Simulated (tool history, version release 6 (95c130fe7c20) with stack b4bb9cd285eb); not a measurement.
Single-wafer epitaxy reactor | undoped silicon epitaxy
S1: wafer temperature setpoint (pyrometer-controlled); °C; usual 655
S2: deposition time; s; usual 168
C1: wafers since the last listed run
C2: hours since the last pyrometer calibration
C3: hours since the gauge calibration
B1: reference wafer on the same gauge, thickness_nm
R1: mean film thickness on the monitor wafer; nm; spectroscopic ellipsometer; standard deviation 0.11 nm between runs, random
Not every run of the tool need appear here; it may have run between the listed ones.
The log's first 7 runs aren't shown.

Run 8, day 23.354: usual settings; C1 456; C2 213.3; C3 1350.1; B1 35.637. Result: R1 33.398 nm.
Run 9, day 27.912: usual settings but S2 190 s; C1 644; C2 322.7; C3 1459.5; B1 35.577. Result: R1 37.627 nm.
Run 10, day 31.479: usual settings but S2 190 s; C1 503; C2 408.3; C3 1545.1; B1 35.594. Result: R1 37.502 nm.
Run 11, day 35.05: usual settings but S2 190 s; C1 504; C2 494; C3 1630.8; B1 35.584. Result: R1 37.649 nm.
At day 41.083: gauge calibrated.
Run 12, day 41.612: usual settings; C1 927; C2 651.5; C3 12.7; B1 35.576. Result: R1 33.281 nm.
Run 13, day 45.396: usual settings; C1 534; C2 742.3; C3 103.5; B1 35.605. Result: R1 33.035 nm.
Run 14, day 49.2: usual settings but S2 183 s; C1 537; C2 833.6; C3 194.8; B1 35.604. Result: R1 35.856 nm.
Run 15, day 52.279: usual settings but S2 183 s; C1 435; C2 907.5; C3 268.7; B1 35.604. Result: R1 35.915 nm.
Run 16, day 55.988: usual settings but S1 647 °C, S2 153 s; C1 524; C2 996.5; C3 357.7; B1 35.598. Result: R1 25.571 nm.
Run 17, day 57.862: usual settings but S1 649 °C, S2 155 s; C1 264; C2 1041.5; C3 402.7; B1 35.59. Result: R1 26.876 nm.
Run 18, day 61.075: usual settings but S1 666 °C, S2 154 s; C1 453; C2 1118.6; C3 479.8; B1 35.598. Result: R1 37.183 nm.
Run 19, day 63.35: usual settings; C1 321; C2 1173.2; C3 534.4; B1 35.595. Result: R1 32.583 nm.
Run 20, day 66.571: usual settings but S1 641 °C, S2 145 s; C1 455; C2 1250.5; C3 611.7; B1 35.612. Result: R1 21.24 nm.
Run 21, day 70.421: usual settings but S2 179 s; C1 544; C2 1342.9; C3 704.1; B1 35.591. Result: R1 34.509 nm.
Run 22, day 72.842: usual settings; C1 342; C2 1401; C3 762.2; B1 35.612. Result: R1 32.27 nm.
At day 74.704: pyrometer calibrated.
Run 23, day 74.767: usual settings; C1 224; C2 1.5; C3 808.4; B1 35.625. Result: R1 33.623 nm.
Run 24, day 76.325: usual settings but S1 663 °C, S2 154 s; C1 220; C2 38.9; C3 845.8; B1 35.603. Result: R1 35.803 nm.
Run 25, day 79.775: usual settings but S1 669 °C, S2 189 s; C1 487; C2 121.7; C3 928.6; B1 35.586. Result: R1 49.605 nm.
Run 26, day 83.629: usual settings but S1 661 °C, S2 190 s; C1 544; C2 214.2; C3 1021.1; B1 35.593. Result: R1 42.86 nm.
Run 27, day 88.042: usual settings; C1 623; C2 320.1; C3 1127; B1 35.64. Result: R1 33.402 nm.
Run 28, day 89.8: usual settings but S1 661 °C, S2 183 s; C1 248; C2 362.3; C3 1169.2; B1 35.621. Result: R1 41.169 nm.
Run 29, day 92.192: usual settings but S1 644 °C, S2 138 s; C1 337; C2 419.7; C3 1226.6; B1 35.618. Result: R1 22.242 nm.
Run 30, day 99.979: usual settings but S1 662 °C, S2 144 s; C1 1100; C2 606.6; C3 1413.5; B1 35.57. Result: R1 32.708 nm.
Run 31, day 110.121: usual settings; C1 1433; C2 850; C3 1656.9; B1 35.592. Result: R1 33.146 nm.

Predict each of these 4 candidate next runs independently; none follows another, all start after run 31:
Run A, day 110.138: usual settings but S1 669 °C; C1 2; C2 850.4; C3 1657.3; B1 ?. Result: R1 ?.
Run B, day 110.138: usual settings but S1 644 °C, S2 137 s; C1 2; C2 850.4; C3 1657.3; B1 ?. Result: R1 ?.
Run C, day 110.138: usual settings but S1 660 °C, S2 140 s; C1 2; C2 850.4; C3 1657.3; B1 ?. Result: R1 ?.
Run D, day 110.138: usual settings but S1 651 °C, S2 137 s; C1 2; C2 850.4; C3 1657.3; B1 ?. Result: R1 ?.

run      B1      R1
  A  35.592  43.594
  B  35.592  21.895
  C  35.592  30.594
  D  35.592  25.137
Take away the tool's hidden state, keep each run's random variation, and the runs would have read:
run      R1
  A  44.069
  B  22.146
  C  30.933
  D  25.421
